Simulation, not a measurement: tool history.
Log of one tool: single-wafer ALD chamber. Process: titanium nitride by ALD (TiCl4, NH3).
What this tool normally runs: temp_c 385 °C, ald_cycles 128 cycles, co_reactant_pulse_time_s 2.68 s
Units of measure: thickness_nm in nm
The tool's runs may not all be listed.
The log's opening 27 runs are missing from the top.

run     day  temp_c  ald_cycles  co_reactant_pulse_time_s  wafers since the last listed run  hours since the last thermocouple change  hours since the showerhead was replaced  hours since the gauge calibration  read-back reference wafer on the same gauge, thickness_nm  thickness_nm
 28  29.833     385         128                      2.68                                18                                    1449.1                                   6829.0                              339.6                                                      3.299         2.831
     30.592  -- showerhead replaced
     32.538  -- thermocouple changed; heater temperature recalibrated
 29  33.479     385         128                      2.68                                97                                      22.6                                     69.3                              427.1                                                      3.304         2.841
 30  34.604     385         128                      2.68                                36                                      49.6                                     96.3                              454.1                                                      3.309         2.823
 31  35.729     385         128                      2.68                                36                                      76.6                                    123.3                              481.1                                                      3.310         2.829
 32  37.117     393         138                      2.68                                45                                     109.9                                    156.6                              514.4                                                      3.313         3.073
 33  38.200     377         128                      3.27                                35                                     135.9                                    182.6                              540.4                                                      3.313         2.846
 34  38.800     399         110                      2.31                                19                                     150.3                                    197.0                              554.8                                                      3.316         2.450
 35  41.467     385         128                      2.68                                87                                     214.3                                    261.0                              618.8                                                      3.311         2.835
 36  42.867     380         146                      2.68                                45                                     247.9                                    294.6                              652.4                                                      3.315         3.224
 37  43.717     385         128                      1.83                                27                                     268.3                                    315.0                              672.8                                                      3.317         2.788

What does the tool deliver on the next run?
 38  44.996     393         137                      1.91                                41                                     299.0                                    345.7                              703.5                                                          ?             ?

read-back reference wafer on the same gauge, thickness_nm: 3.317
thickness_nm: 3.009 nm
Were there no unlogged condition in the tool, this run, its random variation unchanged, would have produced thickness_nm 2.966 nm.

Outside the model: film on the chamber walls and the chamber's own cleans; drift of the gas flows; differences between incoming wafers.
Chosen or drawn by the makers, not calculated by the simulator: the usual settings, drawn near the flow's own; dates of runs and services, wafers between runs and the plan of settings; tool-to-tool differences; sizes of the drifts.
